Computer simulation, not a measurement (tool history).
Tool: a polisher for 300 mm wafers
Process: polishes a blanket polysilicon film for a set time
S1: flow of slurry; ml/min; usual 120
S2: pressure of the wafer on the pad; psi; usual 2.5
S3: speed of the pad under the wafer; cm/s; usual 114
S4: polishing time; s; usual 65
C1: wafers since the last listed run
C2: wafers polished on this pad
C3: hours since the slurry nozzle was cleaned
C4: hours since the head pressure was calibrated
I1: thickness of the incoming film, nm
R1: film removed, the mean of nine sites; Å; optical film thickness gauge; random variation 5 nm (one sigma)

run   hour   S1   S2   S3  S4   C1    C2     C3     C4      I1    R1
  1      0  110  2.5  114  65    0    20     75  650.6  1574.1  4475
  2      6  110  2.5  114  65   59    80     81  656.6  1588.1  4482
  3   15.6  110  2.5  114  65   95   175   90.6  666.2  1604.4  4380
  4   32.2  120  2.5  114  56  165   341  107.2  682.8    1547  3919
  5   38.2  120  2.5  114  56   59   401  113.2  688.8  1566.4  3942
  6   47.7  120  2.5  114  65   94   495  122.7  698.3  1596.8  4522
  7   53.8  120  2.5  102  73   60   556  128.8  704.4  1563.4  4625
  8   62.8  120  2.5  102  73   89   646  137.8  713.4  1568.1  4545
  9   75.7  120  2.5  100  65  128   775  150.7  726.3  1586.5  3918
 10   89.3  120  2.5  100  65  135   910  164.3  739.9  1595.9  3862
 11   99.9  120  3.1  114  65  105  1016  174.9  750.5  1552.3  5407
 12  111.2  120  3.1  114  65  112  1129  186.2  761.8  1572.6  5303
     118.5  -- worn pad replaced by a new one
 13    119  120  2.5   92  65   37     5    194  769.6  1583.6  3654
 14  131.1  120  2.5   92  65  120   126  206.1  781.7  1569.3  3630
 15  139.3  120  2.5   92  65   81   207  214.3  789.9  1550.6  3573
 16  148.6  120  2.5  114  65   92   300  223.6  799.2  1562.4  4479
     158.5  -- slurry nozzle cleaned
     162.8  -- head pressure recalibrated
 17  163.3   95  2.5  114  65  116   417    4.8    0.5    1567  4699
 18  169.3  120  2.5  150  83   59   477   10.8    6.5    1599  8195
 19  186.9  120  3.1  144  65  175   652   28.4   24.1  1560.3  7345
 20  193.2  120  2.5  102  73   62   715   34.7   30.4  1572.5  4903
     229.9  -- worn pad replaced by a new one
 21  231.1  145  1.6   96  74  338    11   72.6   68.3  1554.1  3341
 22  240.2   80    3  114  65   90   102   81.7   77.4  1555.1  5282
 23    256  120  2.5  114  65  157   260   97.5   93.2  1561.3  4870
 24  265.8  120  2.5   92  65   97   357  107.3    103  1567.4  3883
 25  276.7  120  3.4  114  65  108   466  118.2  113.9  1590.7  6322
 26  285.8  120  2.1  114  65   90   557  127.3    123  1539.8  4169
 27  292.8  100  2.5  114  65   69   626  134.3    130  1586.5  4672
 28  304.8  150  2.1  114  44  119   746  146.3    142  1574.1  2842
 29    315  120  2.9  114  65  101   848  156.5  152.2  1546.8  5505

Forecast run 30:
 30  326.3  120  2.5  114  65  112  960  167.8  163.5  1560.9   ?

{"run 30": {"R1": 4828}}
Without the tool's hidden state the same run would have given R1 4977 Å.
